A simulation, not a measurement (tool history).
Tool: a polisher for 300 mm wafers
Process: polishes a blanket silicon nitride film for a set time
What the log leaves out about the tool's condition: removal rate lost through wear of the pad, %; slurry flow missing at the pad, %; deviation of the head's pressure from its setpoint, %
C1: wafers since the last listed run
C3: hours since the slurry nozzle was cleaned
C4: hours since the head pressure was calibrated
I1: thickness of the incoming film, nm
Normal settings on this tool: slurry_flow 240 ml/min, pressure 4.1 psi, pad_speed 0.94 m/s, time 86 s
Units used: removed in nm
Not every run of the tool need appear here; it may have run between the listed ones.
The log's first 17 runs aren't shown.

run 18 day=47.108 | slurry_flow=190 pressure=4.1 pad_speed=0.94 time=67 | C1=396 wafers_polished_on_this_pad=5023 C3=183.2 C4=216.1 | I1=870.1 | removed=130.9
run 19 day=49.446 | slurry_flow=240 pressure=5.2 pad_speed=0.76 time=100 | C1=419 wafers_polished_on_this_pad=5443 C3=239.3 C4=272.2 | I1=877.0 | removed=217.2
-- day=51.312 worn pad replaced by a new one
run 20 day=53.458 | slurry_flow=220 pressure=4.1 pad_speed=0.80 time=86 | C1=690 wafers_polished_on_this_pad=385 C3=335.6 C4=368.5 | I1=880.6 | removed=148.7
run 21 day=56.200 | slurry_flow=325 pressure=4.8 pad_speed=0.94 time=86 | C1=491 wafers_polished_on_this_pad=877 C3=401.4 C4=434.3 | I1=870.9 | removed=211.7
run 22 day=59.504 | slurry_flow=315 pressure=4.7 pad_speed=1.14 time=64 | C1=592 wafers_polished_on_this_pad=1470 C3=480.7 C4=513.6 | I1=866.6 | removed=178.3
run 23 day=63.354 | slurry_flow=180 pressure=4.1 pad_speed=1.24 time=86 | C1=690 wafers_polished_on_this_pad=2161 C3=573.1 C4=606.0 | I1=873.1 | removed=195.1
-- day=65.675 slurry nozzle cleaned
run 24 day=67.388 | slurry_flow=240 pressure=4.1 pad_speed=0.94 time=86 | C1=716 wafers_polished_on_this_pad=2877 C3=41.1 C4=702.8 | I1=883.5 | removed=185.4
run 25 day=69.104 | slurry_flow=240 pressure=4.1 pad_speed=0.94 time=86 | C1=308 wafers_polished_on_this_pad=3185 C3=82.3 C4=744.0 | I1=877.1 | removed=182.2
-- day=71.354 head pressure recalibrated
-- day=79.546 worn pad replaced by a new one
run 26 day=81.767 | slurry_flow=305 pressure=4.1 pad_speed=0.94 time=106 | C1=2227 wafers_polished_on_this_pad=398 C3=386.2 C4=249.9 | I1=877.1 | removed=220.6
run 27 day=84.242 | slurry_flow=240 pressure=5.2 pad_speed=0.94 time=86 | C1=444 wafers_polished_on_this_pad=842 C3=445.6 C4=309.3 | I1=865.8 | removed=217.8
run 28 day=86.171 | slurry_flow=320 pressure=4.1 pad_speed=0.94 time=62 | C1=346 wafers_polished_on_this_pad=1188 C3=491.9 C4=355.6 | I1=864.9 | removed=129.7
run 29 day=89.875 | slurry_flow=240 pressure=4.1 pad_speed=0.94 time=86 | C1=664 wafers_polished_on_this_pad=1853 C3=580.8 C4=444.5 | I1=869.5 | removed=171.5
-- day=92.058 slurry nozzle cleaned
run 30 day=94.146 | slurry_flow=240 pressure=3.3 pad_speed=0.94 time=69 | C1=758 wafers_polished_on_this_pad=2612 C3=50.1 C4=547.0 | I1=876.1 | removed=117.7
run 31 day=103.646 | slurry_flow=295 pressure=4.1 pad_speed=1.18 time=60 | C1=1704 wafers_polished_on_this_pad=4316 C3=278.1 C4=775.0 | I1=857.0 | removed=156.6
-- day=106.346 head pressure recalibrated
run 32 day=107.067 | slurry_flow=240 pressure=4.1 pad_speed=1.22 time=86 | C1=598 wafers_polished_on_this_pad=4915 C3=360.2 C4=17.3 | I1=875.4 | removed=213.4
-- day=110.762 worn pad replaced by a new one
run 33 day=110.833 | slurry_flow=240 pressure=3.3 pad_speed=0.94 time=94 | C1=646 wafers_polished_on_this_pad=12 C3=450.6 C4=107.7 | I1=866.4 | removed=152.9
run 34 day=114.650 | slurry_flow=240 pressure=4.1 pad_speed=1.24 time=86 | C1=684 wafers_polished_on_this_pad=697 C3=542.2 C4=199.3 | I1=865.9 | removed=213.0
run 35 day=116.396 | slurry_flow=240 pressure=5.4 pad_speed=1.04 time=86 | C1=313 wafers_polished_on_this_pad=1010 C3=584.1 C4=241.2 | I1=870.6 | removed=242.0
run 36 day=119.554 | slurry_flow=320 pressure=2.8 pad_speed=0.66 time=86 | C1=566 wafers_polished_on_this_pad=1577 C3=659.9 C4=317.0 | I1=881.4 | removed=91.5
run 37 day=123.879 | slurry_flow=240 pressure=3.4 pad_speed=0.70 time=65 | C1=776 wafers_polished_on_this_pad=2353 C3=763.7 C4=420.8 | I1=868.4 | removed=81.6
-- day=125.504 slurry nozzle cleaned
run 38 day=126.133 | slurry_flow=240 pressure=4.1 pad_speed=0.94 time=86 | C1=397 wafers_polished_on_this_pad=2750 C3=15.1 C4=474.9 | I1=864.7 | removed=180.2

3 options for the next run, each taken on its own from the tool as it stands now. Forecast them:
run A day=126.150 | slurry_flow=240 pressure=2.8 pad_speed=0.94 time=86 | C1=2 wafers_polished_on_this_pad=2753 C3=15.5 C4=475.3 | I1=859.5 | removed=?
run B day=126.150 | slurry_flow=275 pressure=2.9 pad_speed=0.94 time=112 | C1=2 wafers_polished_on_this_pad=2753 C3=15.5 C4=475.3 | I1=859.5 | removed=?
run C day=126.150 | slurry_flow=240 pressure=5.4 pad_speed=0.94 time=86 | C1=2 wafers_polished_on_this_pad=2753 C3=15.5 C4=475.3 | I1=859.5 | removed=?

run=A removed=123.6
run=B removed=169.4
run=C removed=238.4
What these runs would have given with no unlogged condition in the tool:
run=A removed=122.8
run=B removed=168.1
run=C removed=236.8

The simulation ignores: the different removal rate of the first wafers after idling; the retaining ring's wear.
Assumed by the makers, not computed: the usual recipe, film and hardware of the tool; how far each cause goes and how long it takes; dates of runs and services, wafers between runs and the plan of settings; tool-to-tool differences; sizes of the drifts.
